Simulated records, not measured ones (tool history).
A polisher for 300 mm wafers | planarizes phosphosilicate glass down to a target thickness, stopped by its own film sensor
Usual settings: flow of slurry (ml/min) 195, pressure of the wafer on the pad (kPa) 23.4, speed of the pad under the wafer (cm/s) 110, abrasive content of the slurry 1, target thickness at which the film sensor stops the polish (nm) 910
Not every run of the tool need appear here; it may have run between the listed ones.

run,hour,flow of slurry (ml/min),pressure of the wafer on the pad (kPa),speed of the pad under the wafer (cm/s),abrasive content of the slurry,target thickness at which the film sensor stops the polish (nm),wafers since the last listed run,wafers polished on this pad,hours since the slurry nozzle was cleaned,hours since the head pressure was calibrated,hours since the slurry blender was calibrated,hours since the conditioning disc was replaced,"incoming thickness of the incoming film, nm",time until the film sensor stopped the polish (s)
1,0,195,23.4,110,0.8,976,0,567,318.8,161.2,38.1,424.1,1641,84.9
2,36.9,195,23.4,110,0.8,976,302,870,355.7,198.1,75,461,1663,85.3
# hour 82.6: worn pad replaced by a new one
3,83.1,195,23.4,136,1,910,346,4,401.9,244.3,121.2,507.2,1654.8,69.3
4,139.5,195,23.4,136,1,910,462,467,458.3,300.7,177.6,563.6,1623.2,66.6
5,178.4,195,29.6,110,1,910,319,786,497.2,339.6,216.5,602.5,1652.6,72.4
# hour 208: conditioning disc replaced and pad reconditioned
6,238.9,195,29.6,110,1,910,480,1266,557.7,400.1,277,30.9,1642.8,76.4
# hour 246.5: worn pad replaced by a new one
# hour 265.7: head pressure recalibrated
7,273.7,195,23.4,110,1,910,236,206,592.5,8,311.8,65.7,1644.4,85.9
# hour 293.1: slurry blender recalibrated
8,316.7,195,17.9,110,0.9,1093,336,543,635.5,51,23.6,108.7,1637.9,86.2
# hour 330.2: slurry nozzle cleaned
9,352.6,230,23.4,110,1,910,286,829,22.4,86.9,59.5,144.6,1639.5,86.8
# hour 384.1: worn pad replaced by a new one
10,393.8,195,23.4,110,1,910,305,79,63.6,128.1,100.7,185.8,1678.5,83.5
11,445,195,23.4,110,1,910,420,499,114.8,179.3,151.9,237,1642.5,84.4
12,489.9,125,17.9,148,1,910,368,868,159.7,224.2,196.8,281.9,1632,94.3
# hour 514: worn pad replaced by a new one
13,559.4,130,23.4,110,1,657,537,372,229.2,293.7,266.3,351.4,1641.5,120.8
14,590.9,175,31,124,1,767,258,631,260.7,325.2,297.8,382.9,1640.7,72.5
15,618.6,195,23.4,110,0.9,1063,227,858,288.4,352.9,325.5,410.6,1624.7,74.8

What if the next run were any one of these 4? Each begins from the tool's condition after run 15:
A,619,195,23.4,110,1,910,3,862,288.8,353.3,325.9,411,1669.4,?
B,619,195,23.4,138,1.25,910,3,862,288.8,353.3,325.9,411,1669.4,?
C,619,220,29.6,122,1.3,910,3,862,288.8,353.3,325.9,411,1669.4,?
D,619,195,18.6,110,1.3,756,3,862,288.8,353.3,325.9,411,1669.4,?

run,time until the film sensor stopped the polish (s)
A,92.8
B,72.1
C,62.9
D,125
Take away the tool's hidden state, keep each run's random variation, and the runs would have read:
run,time until the film sensor stopped the polish (s)
A,82.7
B,64.2
C,56
D,111.3

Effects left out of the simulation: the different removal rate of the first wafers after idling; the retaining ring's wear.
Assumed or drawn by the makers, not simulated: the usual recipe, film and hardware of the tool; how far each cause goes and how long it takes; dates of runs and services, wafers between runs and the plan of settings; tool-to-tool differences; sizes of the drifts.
